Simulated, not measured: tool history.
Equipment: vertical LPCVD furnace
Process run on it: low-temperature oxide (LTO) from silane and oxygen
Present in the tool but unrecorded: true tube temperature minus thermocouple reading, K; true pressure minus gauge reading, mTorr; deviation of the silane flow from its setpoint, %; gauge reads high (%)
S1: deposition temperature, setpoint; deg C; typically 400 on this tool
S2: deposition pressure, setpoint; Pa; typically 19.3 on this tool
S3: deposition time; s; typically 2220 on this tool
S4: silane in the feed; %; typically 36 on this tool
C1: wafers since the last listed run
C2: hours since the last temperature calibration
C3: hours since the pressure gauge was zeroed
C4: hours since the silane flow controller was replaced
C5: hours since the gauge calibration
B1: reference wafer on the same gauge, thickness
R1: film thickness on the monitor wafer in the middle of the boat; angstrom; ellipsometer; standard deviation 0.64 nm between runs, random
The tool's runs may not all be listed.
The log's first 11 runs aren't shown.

{"run": 12, "hour": 541.5, "S1": 400, "S2": 19.3, "S3": 2220, "S4": 36, "C1": 601, "C2": 4151.9, "C3": 2680.8, "C4": 67.6, "C5": 783.9, "B1": 218.15, "R1": 2125.3}
{"run": 13, "hour": 583.5, "S1": 400, "S2": 19.3, "S3": 2220, "S4": 36, "C1": 528, "C2": 4193.9, "C3": 2722.8, "C4": 109.6, "C5": 825.9, "B1": 217.88, "R1": 2145.2}
{"hour": 614.6, "done": "gauge calibrated"}
{"run": 14, "hour": 623.6, "S1": 400, "S2": 19.3, "S3": 2220, "S4": 36, "C1": 504, "C2": 4234.0, "C3": 2762.9, "C4": 149.7, "C5": 9.0, "B1": 218.16, "R1": 2133.9}
{"run": 15, "hour": 679.7, "S1": 400, "S2": 16.0, "S3": 1650, "S4": 36, "C1": 706, "C2": 4290.1, "C3": 2819.0, "C4": 205.8, "C5": 65.1, "B1": 218.14, "R1": 1321.8}
{"run": 16, "hour": 722.5, "S1": 400, "S2": 19.3, "S3": 2640, "S4": 36, "C1": 538, "C2": 4332.9, "C3": 2861.8, "C4": 248.6, "C5": 107.9, "B1": 217.9, "R1": 2555.4}
{"run": 17, "hour": 787.2, "S1": 397, "S2": 19.3, "S3": 2220, "S4": 34, "C1": 814, "C2": 4397.6, "C3": 2926.5, "C4": 313.3, "C5": 172.6, "B1": 217.74, "R1": 1929.4}
{"run": 18, "hour": 837.8, "S1": 400, "S2": 19.3, "S3": 2820, "S4": 43, "C1": 636, "C2": 4448.2, "C3": 2977.1, "C4": 363.9, "C5": 223.2, "B1": 217.95, "R1": 3351.0}
{"run": 19, "hour": 905.1, "S1": 393, "S2": 21.3, "S3": 1770, "S4": 29, "C1": 846, "C2": 4515.5, "C3": 3044.4, "C4": 431.2, "C5": 290.5, "B1": 218.22, "R1": 1294.6}
{"run": 20, "hour": 972.5, "S1": 400, "S2": 19.3, "S3": 2220, "S4": 43, "C1": 848, "C2": 4582.9, "C3": 3111.8, "C4": 498.6, "C5": 357.9, "B1": 217.95, "R1": 2665.2}
{"hour": 1036.5, "done": "thermocouples replaced and temperature profile calibrated"}
{"run": 21, "hour": 1037.0, "S1": 391, "S2": 21.3, "S3": 3030, "S4": 32, "C1": 509, "C2": 0.5, "C3": 3176.3, "C4": 563.1, "C5": 422.4, "B1": 217.81, "R1": 2367.1}
{"run": 22, "hour": 1085.9, "S1": 400, "S2": 19.3, "S3": 2220, "S4": 36, "C1": 615, "C2": 49.4, "C3": 3225.2, "C4": 612.0, "C5": 471.3, "B1": 218.07, "R1": 2065.0}
{"hour": 1153.1, "done": "pressure gauge zeroed"}
{"run": 23, "hour": 1153.6, "S1": 400, "S2": 22.0, "S3": 3030, "S4": 36, "C1": 549, "C2": 117.1, "C3": 0.5, "C4": 679.7, "C5": 539.0, "B1": 218.09, "R1": 3240.6}
{"run": 24, "hour": 1211.8, "S1": 400, "S2": 19.3, "S3": 2220, "S4": 36, "C1": 732, "C2": 175.3, "C3": 58.7, "C4": 737.9, "C5": 597.2, "B1": 218.11, "R1": 2080.0}
{"run": 25, "hour": 1260.5, "S1": 400, "S2": 19.3, "S3": 2220, "S4": 36, "C1": 612, "C2": 224.0, "C3": 107.4, "C4": 786.6, "C5": 645.9, "B1": 217.96, "R1": 2084.3}
{"run": 26, "hour": 1324.1, "S1": 405, "S2": 23.3, "S3": 1590, "S4": 30, "C1": 800, "C2": 287.6, "C3": 171.0, "C4": 850.2, "C5": 709.5, "B1": 217.89, "R1": 1498.9}
{"run": 27, "hour": 1380.8, "S1": 400, "S2": 19.3, "S3": 2220, "S4": 41, "C1": 713, "C2": 344.3, "C3": 227.7, "C4": 906.9, "C5": 766.2, "B1": 218.25, "R1": 2453.0}
{"run": 28, "hour": 1413.2, "S1": 391, "S2": 23.3, "S3": 1650, "S4": 36, "C1": 407, "C2": 376.7, "C3": 260.1, "C4": 939.3, "C5": 798.6, "B1": 218.04, "R1": 1696.8}
{"run": 29, "hour": 1448.7, "S1": 391, "S2": 23.3, "S3": 1650, "S4": 36, "C1": 446, "C2": 412.2, "C3": 295.6, "C4": 974.8, "C5": 834.1, "B1": 218.14, "R1": 1699.5}
{"hour": 1469.2, "done": "gauge calibrated"}
{"run": 30, "hour": 1530.1, "S1": 400, "S2": 19.3, "S3": 2460, "S4": 29, "C1": 1024, "C2": 493.6, "C3": 377.0, "C4": 1056.2, "C5": 60.9, "B1": 218.3, "R1": 1728.8}

Forecast each of these 5 alternatives for the next run:
{"run": "A", "hour": 1535.1, "S1": 393, "S2": 19.3, "S3": 2220, "S4": 36, "C1": 62, "C2": 498.6, "C3": 382.0, "C4": 1061.2, "C5": 65.9, "B1": "?", "R1": "?"}
{"run": "B", "hour": 1535.1, "S1": 400, "S2": 19.3, "S3": 2220, "S4": 40, "C1": 62, "C2": 498.6, "C3": 382.0, "C4": 1061.2, "C5": 65.9, "B1": "?", "R1": "?"}
{"run": "C", "hour": 1535.1, "S1": 409, "S2": 19.3, "S3": 2220, "S4": 41, "C1": 62, "C2": 498.6, "C3": 382.0, "C4": 1061.2, "C5": 65.9, "B1": "?", "R1": "?"}
{"run": "D", "hour": 1535.1, "S1": 400, "S2": 24.0, "S3": 1860, "S4": 36, "C1": 62, "C2": 498.6, "C3": 382.0, "C4": 1061.2, "C5": 65.9, "B1": "?", "R1": "?"}
{"run": "E", "hour": 1535.1, "S1": 393, "S2": 19.3, "S3": 2580, "S4": 39, "C1": 62, "C2": 498.6, "C3": 382.0, "C4": 1061.2, "C5": 65.9, "B1": "?", "R1": "?"}

run=A B1=217.87 R1=1939.1
run=B B1=217.87 R1=2388.2
run=C B1=217.87 R1=2703.3
run=D B1=217.87 R1=2184.7
run=E B1=217.87 R1=2491.9
With no hidden state in the tool, these same runs would have given:
run=A R1=1870.2
run=B R1=2313.2
run=C R1=2623.2
run=D R1=2108.7
run=E R1=2409.7

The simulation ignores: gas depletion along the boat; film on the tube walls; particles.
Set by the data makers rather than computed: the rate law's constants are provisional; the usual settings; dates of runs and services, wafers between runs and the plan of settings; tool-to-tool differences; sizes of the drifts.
